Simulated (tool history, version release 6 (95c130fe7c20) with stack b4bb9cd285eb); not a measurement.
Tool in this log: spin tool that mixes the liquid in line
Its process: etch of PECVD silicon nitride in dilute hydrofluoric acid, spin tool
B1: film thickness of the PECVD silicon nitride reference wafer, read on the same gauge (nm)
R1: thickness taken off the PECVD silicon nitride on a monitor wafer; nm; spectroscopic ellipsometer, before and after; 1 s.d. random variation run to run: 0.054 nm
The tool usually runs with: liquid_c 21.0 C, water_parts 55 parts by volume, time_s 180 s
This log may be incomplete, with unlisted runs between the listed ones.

Run 1, hour 0.0: usual settings but liquid_c 23.0 C; B1 110.00. Result: R1 9.63 nm.
Run 2, hour 6.1: usual settings but liquid_c 23.0 C; B1 110.00. Result: R1 9.53 nm.
Run 3, hour 19.8: usual settings but liquid_c 23.0 C; B1 109.99. Result: R1 9.57 nm.
Run 4, hour 27.2: usual settings; B1 109.97. Result: R1 8.34 nm.
Run 5, hour 33.6: usual settings; B1 110.00. Result: R1 8.35 nm.
Run 6, hour 50.9: usual settings; B1 110.00. Result: R1 8.21 nm.
Run 7, hour 62.7: usual settings but water_parts 40 parts by volume; B1 110.00. Result: R1 11.38 nm.
Run 8, hour 75.2: usual settings but water_parts 40 parts by volume; B1 110.00. Result: R1 11.27 nm.
Run 9, hour 81.9: usual settings but water_parts 40 parts by volume; B1 109.99. Result: R1 11.23 nm.
Run 10, hour 97.4: usual settings; B1 110.01. Result: R1 8.37 nm.
Run 11, hour 106.7: usual settings; B1 110.02. Result: R1 8.27 nm.
Run 12, hour 116.4: usual settings; B1 110.00. Result: R1 8.31 nm.
Run 13, hour 130.1: usual settings but liquid_c 25.0 C, water_parts 25 parts by volume, time_s 270 s; B1 110.00. Result: R1 35.19 nm.
Run 14, hour 137.6: usual settings; B1 110.01. Result: R1 8.22 nm.
Run 15, hour 149.5: usual settings but liquid_c 25.0 C, water_parts 30 parts by volume, time_s 100 s; B1 110.00. Result: R1 10.84 nm.
At hour 166.5: thermometer replaced.
Run 16, hour 167.0: usual settings but liquid_c 23.0 C, water_parts 45 parts by volume, time_s 105 s; B1 110.01. Result: R1 6.13 nm.
Run 17, hour 184.0: usual settings; B1 110.01. Result: R1 7.35 nm.
Run 18, hour 198.4: usual settings but water_parts 65 parts by volume; B1 110.00. Result: R1 6.24 nm.
Run 19, hour 210.5: usual settings but water_parts 40 parts by volume; B1 109.98. Result: R1 10.09 nm.
Run 20, hour 221.2: usual settings but time_s 280 s; B1 110.01. Result: R1 11.66 nm.
At hour 230.2: gauge calibrated.
Run 21, hour 232.4: usual settings but liquid_c 22.5 C; B1 109.99. Result: R1 8.09 nm.
At hour 235.9: hydrofluoric acid flow meter replaced.
Run 22, hour 240.9: usual settings; B1 109.99. Result: R1 7.35 nm.
Run 23, hour 251.4: usual settings but liquid_c 17.0 C, water_parts 75 parts by volume, time_s 275 s; B1 109.99. Result: R1 6.26 nm.
Run 24, hour 258.9: usual settings but time_s 260 s; B1 110.00. Result: R1 10.53 nm.
Run 25, hour 272.5: usual settings but liquid_c 24.5 C, water_parts 70 parts by volume; B1 109.99. Result: R1 7.44 nm.
At hour 278.1: thermometer replaced, repeated, since the last time left the tool worse.
Run 26, hour 281.5: usual settings; B1 110.00. Result: R1 9.02 nm.
Run 27, hour 289.5: usual settings but liquid_c 25.5 C; B1 109.99. Result: R1 12.28 nm.
Run 28, hour 296.7: usual settings but liquid_c 23.5 C, water_parts 45 parts by volume; B1 109.99. Result: R1 12.96 nm.
Run 29, hour 305.7: usual settings; B1 110.00. Result: R1 9.00 nm.
Run 30, hour 315.7: usual settings; B1 109.99. Result: R1 9.03 nm.
Run 31, hour 323.6: usual settings but time_s 255 s; B1 110.00. Result: R1 12.78 nm.
Run 32, hour 334.6: usual settings but water_parts 45 parts by volume, time_s 235 s; B1 109.99. Result: R1 14.32 nm.
Run 33, hour 350.8: usual settings but liquid_c 19.5 C, time_s 80 s; B1 110.01. Result: R1 3.62 nm.

3 options for the next run, each taken on its own from the tool as it stands now. Forecast them:
Run A, hour 351.3: usual settings; B1 ?. Result: R1 ?.
Run B, hour 351.3: usual settings but time_s 125 s; B1 ?. Result: R1 ?.
Run C, hour 351.3: usual settings but water_parts 70 parts by volume; B1 ?. Result: R1 ?.

run      B1    R1
  A  110.01  8.99
  B  110.01  6.25
  C  110.01  7.11
Stripped of hidden state, with their random variation kept, the same runs would have yielded:
run    R1
  A  9.24
  B  6.42
  C  7.30
